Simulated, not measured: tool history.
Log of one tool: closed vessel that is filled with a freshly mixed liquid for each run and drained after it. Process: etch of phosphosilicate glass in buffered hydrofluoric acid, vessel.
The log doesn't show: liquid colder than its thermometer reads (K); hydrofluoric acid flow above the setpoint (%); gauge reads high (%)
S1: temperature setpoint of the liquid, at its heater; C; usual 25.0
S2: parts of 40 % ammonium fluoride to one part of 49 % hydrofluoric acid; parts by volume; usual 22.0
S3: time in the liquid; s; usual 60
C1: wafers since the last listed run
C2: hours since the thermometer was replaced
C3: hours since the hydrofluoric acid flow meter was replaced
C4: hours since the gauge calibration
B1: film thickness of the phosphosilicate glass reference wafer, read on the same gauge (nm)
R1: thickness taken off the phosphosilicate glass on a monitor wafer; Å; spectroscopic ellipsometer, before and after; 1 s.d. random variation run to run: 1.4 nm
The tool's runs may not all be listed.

run	hour	S1	S2	S3	C1	C2	C3	C4	B1	R1
1	0.0	25.0	22.0	60	0	186.2	852.2	965.7	149.99	2887.6
2	59.7	25.0	22.0	60	8099	245.9	911.9	1025.4	149.97	2867.2
3	135.7	25.0	22.0	60	10311	321.9	987.9	1101.4	149.99	2864.4
4	209.8	22.5	19.0	60	10053	396.0	1062.0	1175.5	150.00	2834.1
5	259.1	22.5	19.0	60	6688	445.3	1111.3	1224.8	150.00	2854.5
# hour 316.2: thermometer replaced
6	365.7	22.5	25.5	60	14327	49.5	1217.9	1331.4	150.02	2291.7
7	465.2	22.5	25.5	60	13499	149.0	1317.4	1430.9	150.01	2296.0
8	537.6	21.0	22.0	30	9822	221.4	1389.8	1503.3	149.98	1165.2
9	609.0	25.0	22.0	60	9687	292.8	1461.2	1574.7	150.01	2898.1
10	653.2	25.0	22.0	60	5996	337.0	1505.4	1618.9	149.99	2895.7
# hour 679.5: hydrofluoric acid flow meter replaced
11	693.0	25.0	22.0	40	5264	376.8	13.5	1658.7	149.99	1892.3
12	743.5	25.0	22.0	40	6851	427.3	64.0	1709.2	149.99	1895.6
13	831.9	27.0	15.0	30	11993	515.7	152.4	1797.6	150.00	2249.4
14	906.9	23.0	18.5	45	10175	590.7	227.4	1872.6	150.00	2177.7
# hour 924.4: thermometer replaced
15	1004.6	29.0	15.0	30	13119	80.2	325.1	1970.3	149.99	2533.0
16	1087.0	25.0	16.5	70	11179	162.6	407.5	2052.7	149.98	4324.8
17	1137.2	25.0	22.0	60	6810	212.8	457.7	2102.9	150.00	2868.2
# hour 1219.6: gauge calibrated
18	1232.7	27.0	26.0	40	12956	308.3	553.2	13.1	149.97	1900.0
19	1288.2	27.5	15.0	85	7529	363.8	608.7	68.6	150.04	6630.4
20	1393.5	27.0	22.0	60	14286	469.1	714.0	173.9	149.97	3167.5
21	1464.9	29.0	15.0	30	9687	540.5	785.4	245.3	150.03	2515.4
# hour 1506.1: thermometer replaced
22	1524.6	25.0	22.0	45	7963	18.5	845.1	305.0	150.02	2167.5
23	1673.0	21.5	14.0	85	20133	166.9	993.5	453.4	150.01	5177.2
24	1745.8	25.0	22.0	60	9876	239.7	1066.3	526.2	150.00	2887.3
25	1818.4	20.5	18.5	60	9849	312.3	1138.9	598.8	149.99	2608.8
26	1888.6	25.0	26.5	60	9524	382.5	1209.1	669.0	149.96	2539.3
27	1994.6	25.0	22.0	60	14381	488.5	1315.1	775.0	150.01	2879.0
# hour 2003.4: thermometer replaced
28	2040.6	21.0	28.0	90	6105	37.2	1361.1	821.0	149.98	2953.3
29	2116.9	25.0	22.0	60	10351	113.5	1437.4	897.3	150.01	2923.8
30	2162.4	25.0	14.5	80	6173	159.0	1482.9	942.8	150.00	5794.7
31	2215.6	25.0	14.5	80	7217	212.2	1536.1	996.0	150.02	5665.5

What was the tool's hidden state at every run in the log?
gauge reads high (%): 0 across all the runs
H1: liquid colder than its thermometer reads (K)
H2: hydrofluoric acid flow above the setpoint (%)
run	H1	H2
1	0.16	1.75
2	0.202	1.86
3	0.257	2.01
4	0.31	2.14
5	0.345	2.24
6	0.0385	2.43
7	0.11	2.62
8	0.161	2.76
9	0.212	2.89
10	0.244	2.97
11	0.272	0.206
12	0.308	0.3
13	0.371	0.465
14	0.425	0.605
15	0.0797	0.788
16	0.139	0.942
17	0.174	1.04
18	0.242	1.21
19	0.282	1.32
20	0.357	1.51
21	0.408	1.65
22	0.0144	1.76
23	0.12	2.04
24	0.172	2.17
25	0.224	2.31
26	0.274	2.44
27	0.35	2.64
28	0.0422	2.72
29	0.0967	2.86
30	0.129	2.95
31	0.167	3.05

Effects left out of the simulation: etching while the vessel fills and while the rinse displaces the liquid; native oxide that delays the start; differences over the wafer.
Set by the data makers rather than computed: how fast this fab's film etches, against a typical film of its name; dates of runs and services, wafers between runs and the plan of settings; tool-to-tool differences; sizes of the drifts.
